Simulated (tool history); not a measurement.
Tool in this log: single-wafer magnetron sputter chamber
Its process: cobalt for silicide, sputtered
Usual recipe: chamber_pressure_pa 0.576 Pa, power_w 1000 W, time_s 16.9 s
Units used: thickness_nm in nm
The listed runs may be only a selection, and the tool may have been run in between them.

| run | day | chamber_pressure_pa | power_w | time_s | wafers since the last listed run | wafers on the sputter target | hours since the last manometer calibration | hours since the magnet pack was replaced | hours since the gauge calibration | read-back reference wafer on the same gauge, thickness_nm | thickness_nm |
|---|---|---|---|---|---|---|---|---|---|---|---|
| 1 | 0.000 | 0.576 | 1000 | 16.9 | 0 | 2002 | 1048.1 | 4125.4 | 378.7 | 8.238 | 8.601 |
|  | 2.588 | capacitance manometer re-zeroed and calibrated |
| 2 | 2.608 | 0.576 | 1000 | 16.9 | 1774 | 3777 | 0.5 | 4188.0 | 441.3 | 8.238 | 8.407 |
| 3 | 5.988 | 0.576 | 1000 | 16.9 | 2636 | 6413 | 81.6 | 4269.1 | 522.4 | 8.242 | 8.441 |
| 4 | 8.346 | 0.638 | 1000 | 17.9 | 1839 | 8253 | 138.2 | 4325.7 | 579.0 | 8.256 | 8.613 |
| 5 | 9.762 | 0.504 | 1000 | 18.2 | 1105 | 9358 | 172.2 | 4359.7 | 613.0 | 8.258 | 9.252 |
|  | 11.375 | sputter target and shields replaced |
| 6 | 11.571 | 0.576 | 850 | 16.9 | 1150 | 154 | 215.6 | 4403.1 | 656.4 | 8.241 | 7.310 |
| 7 | 13.038 | 0.576 | 1000 | 16.9 | 1144 | 1298 | 250.8 | 4438.3 | 691.6 | 8.245 | 8.389 |
| 8 | 15.917 | 0.576 | 1000 | 16.9 | 2246 | 3544 | 319.9 | 4507.4 | 760.7 | 8.248 | 8.387 |
| 9 | 18.592 | 0.576 | 1000 | 16.9 | 2086 | 5631 | 384.1 | 4571.6 | 824.9 | 8.256 | 8.416 |
| 10 | 19.733 | 0.576 | 1000 | 16.9 | 890 | 6521 | 411.5 | 4599.0 | 852.3 | 8.251 | 8.399 |
|  | 23.854 | sputter target and shields replaced |
|  | 24.471 | magnet pack replaced |
| 11 | 27.062 | 0.576 | 1000 | 16.9 | 5197 | 2243 | 587.4 | 62.2 | 1028.2 | 8.253 | 8.422 |
|  | 27.533 | gauge calibrated |
| 12 | 29.567 | 0.576 | 1000 | 16.0 | 1953 | 4197 | 647.5 | 122.3 | 48.8 | 8.248 | 7.984 |
| 13 | 31.388 | 0.576 | 1000 | 16.0 | 1420 | 5617 | 691.2 | 166.0 | 92.5 | 8.254 | 8.003 |
| 14 | 33.450 | 0.576 | 1000 | 16.9 | 1608 | 7226 | 740.7 | 215.5 | 142.0 | 8.266 | 8.450 |
| 15 | 35.225 | 0.576 | 1000 | 16.9 | 1384 | 8611 | 783.3 | 258.1 | 184.6 | 8.254 | 8.499 |
|  | 35.867 | sputter target and shields replaced |
| 16 | 36.254 | 0.576 | 1000 | 16.9 | 542 | 301 | 808.0 | 282.8 | 209.3 | 8.250 | 8.525 |
| 17 | 39.112 | 0.802 | 1200 | 18.5 | 2229 | 2531 | 876.6 | 351.4 | 277.9 | 8.250 | 10.177 |
| 18 | 42.062 | 0.576 | 1200 | 13.8 | 2301 | 4832 | 947.4 | 422.2 | 348.7 | 8.258 | 8.172 |
| 19 | 44.896 | 0.576 | 1000 | 19.8 | 2210 | 7042 | 1015.4 | 490.2 | 416.7 | 8.238 | 9.977 |
| 20 | 46.829 | 0.358 | 850 | 15.4 | 1508 | 8551 | 1061.8 | 536.6 | 463.1 | 8.253 | 7.301 |
|  | 49.846 | capacitance manometer re-zeroed and calibrated |
| 21 | 49.867 | 0.364 | 1000 | 18.7 | 2109 | 10660 | 0.5 | 609.5 | 536.0 | 8.237 | 10.003 |
|  | 50.846 | sputter target and shields replaced |
| 22 | 51.504 | 0.502 | 900 | 16.9 | 1017 | 513 | 39.8 | 648.8 | 575.3 | 8.256 | 7.846 |
| 23 | 52.579 | 0.634 | 1000 | 16.9 | 838 | 1352 | 65.6 | 674.6 | 601.1 | 8.260 | 8.196 |
| 24 | 54.946 | 0.737 | 850 | 16.9 | 1846 | 3198 | 122.4 | 731.4 | 657.9 | 8.234 | 6.912 |
| 25 | 57.475 | 0.576 | 950 | 14.7 | 1973 | 5171 | 183.1 | 792.1 | 718.6 | 8.251 | 7.036 |
| 26 | 59.000 | 0.436 | 800 | 15.1 | 1189 | 6360 | 219.7 | 828.7 | 755.2 | 8.258 | 6.531 |
| 27 | 61.929 | 0.759 | 1000 | 15.0 | 2285 | 8646 | 290.0 | 899.0 | 825.5 | 8.250 | 6.998 |
| 28 | 63.008 | 0.768 | 1000 | 16.9 | 841 | 9487 | 315.9 | 924.9 | 851.4 | 8.254 | 7.815 |
|  | 64.033 | gauge calibrated |
| 29 | 65.333 | 0.576 | 1000 | 16.9 | 1813 | 11301 | 371.7 | 980.7 | 31.2 | 8.257 | 8.349 |
|  | 66.167 | sputter target and shields replaced |
| 30 | 66.808 | 0.647 | 1150 | 19.8 | 890 | 499 | 407.1 | 1016.1 | 66.6 | 8.240 | 10.814 |
| 31 | 68.379 | 0.647 | 1150 | 19.8 | 1225 | 1725 | 444.8 | 1053.8 | 104.3 | 8.241 | 10.922 |

Below, some changes in thickness_nm between adjacent runs. For each, the amount present without the hidden state too (settings, incoming material, random variation) and the amount remaining for the hidden state with gauge scatter not shared by both compared results:
The tool's hidden condition here consists of: deposition rate above that of a new target (%); true argon pressure above the setpoint (%); gauge reads high (%).
Run 1 -> 2: capacitance manometer re-zeroed and calibrated. thickness_nm -0.194 nm: hidden state -0.214, all else +0.020.
Run 16 -> 17: chamber_pressure_pa 0.576 -> 0.802, power_w 1000 -> 1200, time_s 16.9 -> 18.5. thickness_nm +1.652 nm: hidden state +0.091, all else +1.561.
Run 19 -> 20: chamber_pressure_pa 0.576 -> 0.358, power_w 1000 -> 850, time_s 19.8 -> 15.4. thickness_nm -2.676 nm: hidden state -0.092, all else -2.584.
Run 20 -> 21: chamber_pressure_pa 0.358 -> 0.364, power_w 850 -> 1000, time_s 15.4 -> 18.7, capacitance manometer re-zeroed and calibrated. thickness_nm +2.702 nm: hidden state -0.091, all else +2.793.
Run 29 -> 30: chamber_pressure_pa 0.576 -> 0.647, power_w 1000 -> 1150, time_s 16.9 -> 19.8, sputter target and shields replaced. thickness_nm +2.465 nm: hidden state +0.013, all else +2.452.

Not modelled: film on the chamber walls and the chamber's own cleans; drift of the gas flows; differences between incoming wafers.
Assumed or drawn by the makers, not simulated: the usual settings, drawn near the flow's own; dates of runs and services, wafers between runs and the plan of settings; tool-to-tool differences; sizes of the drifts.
